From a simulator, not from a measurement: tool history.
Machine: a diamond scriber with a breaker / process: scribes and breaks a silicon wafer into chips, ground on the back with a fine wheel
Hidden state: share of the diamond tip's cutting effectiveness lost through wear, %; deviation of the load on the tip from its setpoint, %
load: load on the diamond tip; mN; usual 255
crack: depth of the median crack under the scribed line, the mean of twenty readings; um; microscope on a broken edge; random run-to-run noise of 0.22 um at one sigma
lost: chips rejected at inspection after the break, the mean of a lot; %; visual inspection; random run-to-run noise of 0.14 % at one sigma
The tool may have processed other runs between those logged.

run     day  load  wafers since the last listed run  hours since the diamond tip was replaced  hours since the load on the tip was calibrated  incoming depth of the damage left on the back of the incoming wafer, um  crack   lost
  1       0   302                                 0                                     460.2                                          1000.6                                                                     2.82  15.46   2.79
  2   2.933   302                               112                                     530.6                                            1071                                                                     1.96  15.56    2.3
  3   4.021   292                                41                                     556.7                                          1097.1                                                                      1.6  15.33   1.82
  4   6.367   255                                90                                       613                                          1153.4                                                                     1.82  13.57   2.58
  5  11.021   255                               178                                     724.7                                          1265.1                                                                     2.94   13.4   3.34
     11.462  -- diamond tip replaced by a new one
  6  12.796   255                                64                                        32                                          1307.7                                                                     2.85  13.66   3.31
  7  15.417   214                               100                                      94.9                                          1370.6                                                                     2.55  11.88   7.72
  8  24.017   214                               329                                     301.3                                            1577                                                                     2.13  11.74   7.28
  9  25.225   310                                46                                     330.3                                            1606                                                                     1.98  15.25   2.08
 10  26.296   310                                41                                       356                                          1631.7                                                                     1.88  15.38   2.07
 11  27.358   255                                40                                     381.5                                          1657.2                                                                     2.63  13.03   3.56
 12  28.954   187                                61                                     419.8                                          1695.5                                                                     2.02  10.37  12.96
 13  31.583   231                               100                                     482.9                                          1758.6                                                                      2.7  12.19   5.61
 14  34.571   322                               114                                     554.6                                          1830.3                                                                     2.51  15.27   2.32
 15  35.725   325                                44                                     582.3                                            1858                                                                     2.24  15.84   2.44
     36.579  -- diamond tip replaced by a new one
 16   36.75   255                                36                                       4.1                                          1882.6                                                                     2.02  12.73   3.44
     37.112  -- load on the tip recalibrated
 17  38.879   293                                78                                      55.2                                            42.4                                                                      2.2  16.14   3.65
 18  41.725   191                               109                                     123.5                                           110.7                                                                     2.17  11.89   8.11
 19  43.683   255                                75                                     170.5                                           157.7                                                                     2.43   14.5   2.25
 20  45.392   255                                65                                     211.5                                           198.7                                                                     1.67  14.52   2.07
 21  48.212   315                               108                                     279.2                                           266.4                                                                      1.7  16.84   3.94

Each row is a separate what-if for the run after 21, all from the same tool condition, not one after another. Results?
  A  48.238   189                                 0                                     279.8                                             267                                                                     2.47      ?     ?
  B  48.238   300                                 0                                     279.8                                             267                                                                     2.47      ?     ?
  C  48.238   190                                 0                                     279.8                                             267                                                                     2.47      ?     ?
  D  48.238   194                                 0                                     279.8                                             267                                                                     2.47      ?     ?

run  crack  lost
  A   11.7  7.81
  B  16.43  3.22
  C  11.75  7.63
  D  11.94  6.93
Without the tool's unlogged condition, the same runs would have read:
run  crack  lost
  A   11.8  7.44
  B  16.56   3.4
  C  11.84  7.26
  D  12.03  6.59
